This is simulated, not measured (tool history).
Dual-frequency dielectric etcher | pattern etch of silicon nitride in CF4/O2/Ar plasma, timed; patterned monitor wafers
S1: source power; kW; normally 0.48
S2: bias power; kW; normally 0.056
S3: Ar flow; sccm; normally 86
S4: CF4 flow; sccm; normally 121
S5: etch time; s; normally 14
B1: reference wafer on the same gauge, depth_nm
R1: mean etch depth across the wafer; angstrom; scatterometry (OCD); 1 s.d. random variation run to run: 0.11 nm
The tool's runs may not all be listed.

run 1 hour=0 | S1=0.53 S2=0.051 S3=65 S4=121 S5=13 | B1=25.51 | R1=285.7
run 2 hour=24.5 | S1=0.38 S2=0.056 S3=86 S4=149 S5=14 | B1=25.51 | R1=269.2
run 3 hour=60.4 | S1=0.42 S2=0.056 S3=70 S4=150 S5=14 | B1=25.5 | R1=285.1
run 4 hour=83.9 | S1=0.48 S2=0.056 S3=99 S4=121 S5=14 | B1=25.49 | R1=282.1
-- hour=95.8 source power generator calibrated
run 5 hour=111 | S1=0.48 S2=0.056 S3=86 S4=121 S5=14 | B1=25.52 | R1=285.8
run 6 hour=138.2 | S1=0.48 S2=0.056 S3=66 S4=121 S5=14 | B1=25.49 | R1=294.4
run 7 hour=167.3 | S1=0.48 S2=0.056 S3=86 S4=121 S5=14 | B1=25.47 | R1=285
run 8 hour=192.8 | S1=0.48 S2=0.056 S3=86 S4=137 S5=14 | B1=25.49 | R1=291.7
-- hour=226.9 wet clean of the chamber
run 9 hour=227.4 | S1=0.48 S2=0.056 S3=86 S4=121 S5=14 | B1=25.48 | R1=293
run 10 hour=241 | S1=0.48 S2=0.056 S3=99 S4=121 S5=14 | B1=25.49 | R1=289.3
run 11 hour=270.9 | S1=0.48 S2=0.056 S3=86 S4=133 S5=14 | B1=25.51 | R1=296.3
run 12 hour=299.2 | S1=0.42 S2=0.056 S3=86 S4=95 S5=14 | B1=25.49 | R1=262.7
run 13 hour=331.4 | S1=0.55 S2=0.056 S3=86 S4=99 S5=14 | B1=25.5 | R1=298.3
run 14 hour=356.3 | S1=0.48 S2=0.056 S3=86 S4=121 S5=14 | B1=25.5 | R1=290.8
run 15 hour=391.2 | S1=0.48 S2=0.056 S3=67 S4=139 S5=14 | B1=25.5 | R1=305
run 16 hour=424.6 | S1=0.48 S2=0.056 S3=86 S4=121 S5=14 | B1=25.5 | R1=290.6
run 17 hour=451.2 | S1=0.48 S2=0.051 S3=86 S4=121 S5=14 | B1=25.52 | R1=283.6
run 18 hour=478.8 | S1=0.41 S2=0.066 S3=70 S4=121 S5=11 | B1=25.49 | R1=224.5
run 19 hour=514.5 | S1=0.48 S2=0.056 S3=86 S4=110 S5=14 | B1=25.5 | R1=282.8
run 20 hour=544.8 | S1=0.48 S2=0.056 S3=86 S4=121 S5=14 | B1=25.51 | R1=288.5
-- hour=561.7 gauge calibrated
run 21 hour=564.3 | S1=0.48 S2=0.056 S3=97 S4=147 S5=11 | B1=25.47 | R1=229.1

Alternative continuations, all from the tool just after run 21; predict every row:
run A hour=564.7 | S1=0.48 S2=0.056 S3=86 S4=121 S5=14 | B1=? | R1=?
run B hour=564.7 | S1=0.48 S2=0.056 S3=92 S4=147 S5=17 | B1=? | R1=?
run C hour=564.7 | S1=0.48 S2=0.052 S3=86 S4=121 S5=14 | B1=? | R1=?
run D hour=564.7 | S1=0.55 S2=0.044 S3=86 S4=121 S5=14 | B1=? | R1=?

run=A B1=25.5 R1=287.9
run=B B1=25.5 R1=357.1
run=C B1=25.5 R1=283.8
run=D B1=25.5 R1=293.8
The same runs, with their run-to-run variation unchanged, on a tool lacking any hidden condition would have given:
run=A R1=293.4
run=B R1=364
run=C R1=289.3
run=D R1=299.4
